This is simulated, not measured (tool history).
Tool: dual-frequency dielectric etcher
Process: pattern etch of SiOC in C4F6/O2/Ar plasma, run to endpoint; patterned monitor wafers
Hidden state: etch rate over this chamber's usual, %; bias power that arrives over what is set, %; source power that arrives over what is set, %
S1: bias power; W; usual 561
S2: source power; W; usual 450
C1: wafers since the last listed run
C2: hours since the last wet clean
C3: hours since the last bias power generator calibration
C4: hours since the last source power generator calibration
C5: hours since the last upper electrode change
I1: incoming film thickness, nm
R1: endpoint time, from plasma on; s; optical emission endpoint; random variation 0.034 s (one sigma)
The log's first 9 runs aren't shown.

run,hour,S1,S2,C1,C2,C3,C4,C5,I1,R1
10,579.5,561,450,665,139.7,2683.3,4299.3,1985.6,34.56,10.9
# hour 616.6: source power generator calibrated
11,671,561,450,1600,231.2,2774.8,54.4,2077.1,34.27,10.8
12,724,561,450,969,284.2,2827.8,107.4,2130.1,34.34,10.8
13,816.3,561,510,1687,376.5,2920.1,199.7,2222.4,34.66,10.5
14,911.1,459,500,1733,471.3,3014.9,294.5,2317.2,34.47,11.3
15,983.2,521,530,1318,543.4,3087,366.6,2389.3,34.39,10.6
# hour 1005.5: bias power generator calibrated
# hour 1092.3: wet clean of the chamber
16,1092.8,466,510,1492,0.5,87.3,476.2,2498.9,34.4,11.1
17,1163,651,550,1283,70.7,157.5,546.4,2569.1,34.41,9.3
18,1209.2,451,450,844,116.9,203.7,592.6,2615.3,34.2,11.7
# hour 1323.5: upper electrode replaced
19,1324,688,540,1660,231.7,318.5,707.4,0.5,34.07,9.1
20,1373.4,666,510,903,281.1,367.9,756.8,49.9,34.63,9.6
21,1440,675,340,1217,347.7,434.5,823.4,116.5,34.38,10.9
22,1532.3,661,370,1687,440,526.8,915.7,208.8,34.2,10.7
23,1602.9,561,450,1291,510.6,597.4,986.3,279.4,34.25,10.7
# hour 1658.3: wet clean of the chamber
24,1684.7,561,450,1056,26.4,679.2,1068.1,361.2,34.14,10.8
25,1744.4,641,550,1091,86.1,738.9,1127.8,420.9,34.19,9.4
26,1788,666,510,797,129.7,782.5,1171.4,464.5,33.93,9.4
27,1827.2,561,450,716,168.9,821.7,1210.6,503.7,33.99,10.6
28,1924.4,561,450,1777,266.1,918.9,1307.8,600.9,33.86,10.7
29,1981.6,671,390,1045,323.3,976.1,1365,658.1,34.1,10.4
30,2020.9,658,390,718,362.6,1015.4,1404.3,697.4,34.66,10.7
31,2215.3,521,530,3554,557,1209.8,1598.7,891.8,34.36,10.5

Forecast run 32:
32,2260.3,561,450,822,602,1254.8,1643.7,936.8,34.01,?

Run 32 gave R1 10.7 s.
Without the tool's hidden state the same run would have given R1 10.5 s.

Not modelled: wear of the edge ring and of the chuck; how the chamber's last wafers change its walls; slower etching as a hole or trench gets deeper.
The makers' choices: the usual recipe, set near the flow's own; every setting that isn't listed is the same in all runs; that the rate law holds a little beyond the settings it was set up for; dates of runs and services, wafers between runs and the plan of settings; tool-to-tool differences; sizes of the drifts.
